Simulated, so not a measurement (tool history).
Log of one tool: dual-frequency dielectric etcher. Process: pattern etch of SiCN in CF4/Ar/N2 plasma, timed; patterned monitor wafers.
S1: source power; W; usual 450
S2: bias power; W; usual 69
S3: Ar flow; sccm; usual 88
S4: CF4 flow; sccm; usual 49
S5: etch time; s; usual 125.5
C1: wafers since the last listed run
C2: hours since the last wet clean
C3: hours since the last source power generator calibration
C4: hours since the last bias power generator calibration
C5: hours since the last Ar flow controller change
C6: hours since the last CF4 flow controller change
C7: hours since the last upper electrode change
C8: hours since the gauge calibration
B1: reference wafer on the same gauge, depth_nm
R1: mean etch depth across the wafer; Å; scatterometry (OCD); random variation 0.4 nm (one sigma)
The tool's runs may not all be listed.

run     day   S1  S2   S3  S4     S5    C1     C2      C3      C4      C5      C6      C7      C8     B1    R1
  1       0  450  69   88  49  125.5     0  102.8   290.1    31.7  4231.8  2990.3  5321.4    1680  100.9  1008
  2   3.225  450  63   88  49  125.5   756  180.2   367.5   109.1  4309.2  3067.7  5398.8  1757.4    101   963
  3     5.6  450  69   88  49  125.5   557  237.2   424.5   166.1  4366.2  3124.7  5455.8  1814.4    101  1006
  4   7.171  450  85   81  49  106.5   368  274.9   462.2   203.8  4403.9  3162.4  5493.5  1852.1  101.1   963
      8.625  -- Ar flow controller replaced
      9.512  -- upper electrode replaced
  5   9.533  450  86   78  56  159.5   287  331.6   518.9   260.5    21.8  3219.1     0.5  1908.8  101.1  1480
     12.375  -- CF4 flow controller replaced
  6  16.792  450  64   88  49  125.5  1644  505.8   693.1   434.7     196     106   174.7    2083  101.1   971
     18.225  -- wet clean of the chamber
      20.15  -- gauge calibrated
  7  21.242  410  69   79  49  125.5   809   72.4   799.9   541.5   302.8   212.8   281.5    26.2    101   933
  8  23.529  450  61  109  39  136.5   536  127.3   854.8   596.4   357.7   267.7   336.4    81.1  100.9   946
  9  27.579  450  69  105  54  125.5   950  224.5     952   693.6   454.9   364.9   433.6   178.3  101.1   986
 10  30.921  450  69   88  49  141.5   784  304.7  1032.2   773.8   535.1   445.1   513.8   258.5  101.1  1136
 11  34.792  450  64   88  49  125.5   908  397.6  1125.1   866.7     628     538   606.7   351.4    101   969
 12  39.558  450  69   88  49  125.5  1118    512  1239.5   981.1   742.4   652.4   721.1   465.8  100.9  1008
     44.017  -- wet clean of the chamber
 13  44.038  450  81   88  49  125.5   816    0.5    1347  1088.6   849.9   759.9   828.6   573.3  101.1  1095
 14   46.75  450  69   88  38  125.5   636   65.6  1412.1  1153.7     915     825   893.7   638.4    101   973
 15  56.579  450  64   88  49  149.5  2306  301.5    1648  1389.6  1150.9  1060.9  1129.6   874.3    101  1155
 16  58.921  450  56   88  55  101.5   549  357.7  1704.2  1445.8  1207.1  1117.1  1185.8   930.5    101   741
 17  60.629  400  69   88  40    157   400  398.7  1745.2  1486.8  1248.1  1158.1  1226.8   971.5    101  1077
 18  69.608  400  69   88  40    157  2107  614.2  1960.7  1702.3  1463.6  1373.6  1442.3    1187  101.1  1080
     74.042  -- wet clean of the chamber
 19  74.062  340  85   88  49  125.5   810    0.5  2067.6  1809.2  1570.5  1480.5  1549.2  1293.9    101   829
 20  76.221  450  69   88  49  125.5   506   52.3  2119.4    1861  1622.3  1532.3    1601  1345.7    101  1002

Forecast each of these 5 alternatives for the next run:
  A  76.242  450  69   88  49  125.5   4  52.8  2119.9  1861.5  1622.8  1532.8  1601.5  1346.2   ?   ?
  B  76.242  450  73   88  56  125.5   4  52.8  2119.9  1861.5  1622.8  1532.8  1601.5  1346.2   ?   ?
  C  76.242  450  69   88  41    110   4  52.8  2119.9  1861.5  1622.8  1532.8  1601.5  1346.2   ?   ?
  D  76.242  530  69   88  46  125.5   4  52.8  2119.9  1861.5  1622.8  1532.8  1601.5  1346.2   ?   ?
  E  76.242  370  69  108  46    163   4  52.8  2119.9  1861.5  1622.8  1532.8  1601.5  1346.2   ?   ?

run   B1    R1
  A  101  1006
  B  101  1055
  C  101   860
  D  101  1182
  E  101  1011
Without the tool's hidden state the same runs would have given:
run    R1
  A  1006
  B  1055
  C   860
  D  1182
  E  1011

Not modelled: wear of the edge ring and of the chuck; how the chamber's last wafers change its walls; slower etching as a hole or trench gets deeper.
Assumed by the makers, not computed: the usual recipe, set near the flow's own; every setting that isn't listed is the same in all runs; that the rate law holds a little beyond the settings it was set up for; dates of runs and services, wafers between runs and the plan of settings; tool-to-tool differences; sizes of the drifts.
